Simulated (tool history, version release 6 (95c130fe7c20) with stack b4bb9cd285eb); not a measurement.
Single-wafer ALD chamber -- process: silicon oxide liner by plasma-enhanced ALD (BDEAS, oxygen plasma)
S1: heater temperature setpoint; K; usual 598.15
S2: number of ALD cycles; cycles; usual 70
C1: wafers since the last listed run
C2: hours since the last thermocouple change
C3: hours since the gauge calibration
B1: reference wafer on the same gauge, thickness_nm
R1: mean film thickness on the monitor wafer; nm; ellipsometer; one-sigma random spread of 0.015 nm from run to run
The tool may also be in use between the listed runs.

| run | hour | S1 | S2 | C1 | C2 | C3 | B1 | R1 |
|---|---|---|---|---|---|---|---|---|
| 1 | 0.0 | 598.15 | 70 | 0 | 2927.9 | 16.6 | 6.041 | 6.085 |
| 2 | 9.8 | 598.15 | 70 | 57 | 2937.7 | 26.4 | 6.040 | 6.114 |
| 3 | 21.6 | 595.15 | 80 | 68 | 2949.5 | 38.2 | 6.036 | 7.014 |
| 4 | 30.3 | 595.15 | 80 | 50 | 2958.2 | 46.9 | 6.042 | 7.001 |
| 5 | 37.5 | 595.15 | 80 | 41 | 2965.4 | 54.1 | 6.043 | 7.017 |
| 6 | 51.2 | 598.15 | 70 | 79 | 2979.1 | 67.8 | 6.036 | 6.147 |
| 7 | 61.2 | 598.15 | 70 | 58 | 2989.1 | 77.8 | 6.040 | 6.103 |
| 8 | 77.2 | 598.15 | 70 | 93 | 3005.1 | 93.8 | 6.041 | 6.130 |
| 9 | 93.8 | 598.15 | 70 | 96 | 3021.7 | 110.4 | 6.039 | 6.113 |
| 10 | 103.6 | 604.15 | 70 | 57 | 3031.5 | 120.2 | 6.039 | 6.080 |
| 11 | 117.8 | 604.15 | 70 | 82 | 3045.7 | 134.4 | 6.039 | 6.080 |
| 12 | 125.6 | 586.15 | 64 | 45 | 3053.5 | 142.2 | 6.040 | 5.693 |
| 13 | 133.2 | 605.15 | 59 | 44 | 3061.1 | 149.8 | 6.044 | 5.118 |
| 14 | 148.8 | 591.15 | 76 | 90 | 3076.7 | 165.4 | 6.041 | 6.708 |
|  | 156.9 | gauge calibrated |
| 15 | 158.1 | 608.15 | 75 | 54 | 3086.0 | 1.2 | 6.040 | 6.485 |
| 16 | 169.3 | 602.15 | 70 | 65 | 3097.2 | 12.4 | 6.038 | 6.081 |
| 17 | 183.9 | 605.15 | 70 | 85 | 3111.8 | 27.0 | 6.042 | 6.083 |
| 18 | 193.8 | 610.15 | 70 | 57 | 3121.7 | 36.9 | 6.040 | 6.034 |
|  | 215.7 | thermocouple changed; heater temperature recalibrated |
| 19 | 237.6 | 605.15 | 82 | 208 | 21.9 | 80.7 | 6.043 | 7.079 |
| 20 | 250.5 | 598.15 | 70 | 75 | 34.8 | 93.6 | 6.042 | 6.128 |
| 21 | 265.1 | 589.15 | 79 | 85 | 49.4 | 108.2 | 6.042 | 6.967 |
| 22 | 271.3 | 598.15 | 70 | 36 | 55.6 | 114.4 | 6.041 | 6.132 |

Here are 5 independent what-if runs from the current tool condition. What would each one return?
| A | 271.8 | 598.15 | 70 | 2 | 56.1 | 114.9 | ? | ? |
| B | 271.8 | 611.15 | 82 | 2 | 56.1 | 114.9 | ? | ? |
| C | 271.8 | 611.15 | 66 | 2 | 56.1 | 114.9 | ? | ? |
| D | 271.8 | 598.15 | 65 | 2 | 56.1 | 114.9 | ? | ? |
| E | 271.8 | 594.15 | 76 | 2 | 56.1 | 114.9 | ? | ? |

| run | B1 | R1 |
|---|---|---|
| A | 6.041 | 6.106 |
| B | 6.041 | 7.035 |
| C | 6.041 | 5.662 |
| D | 6.041 | 5.670 |
| E | 6.041 | 6.664 |
With no hidden state in the tool, these same runs would have given:
| run | R1 |
|---|---|
| A | 6.106 |
| B | 7.035 |
| C | 5.662 |
| D | 5.670 |
| E | 6.664 |
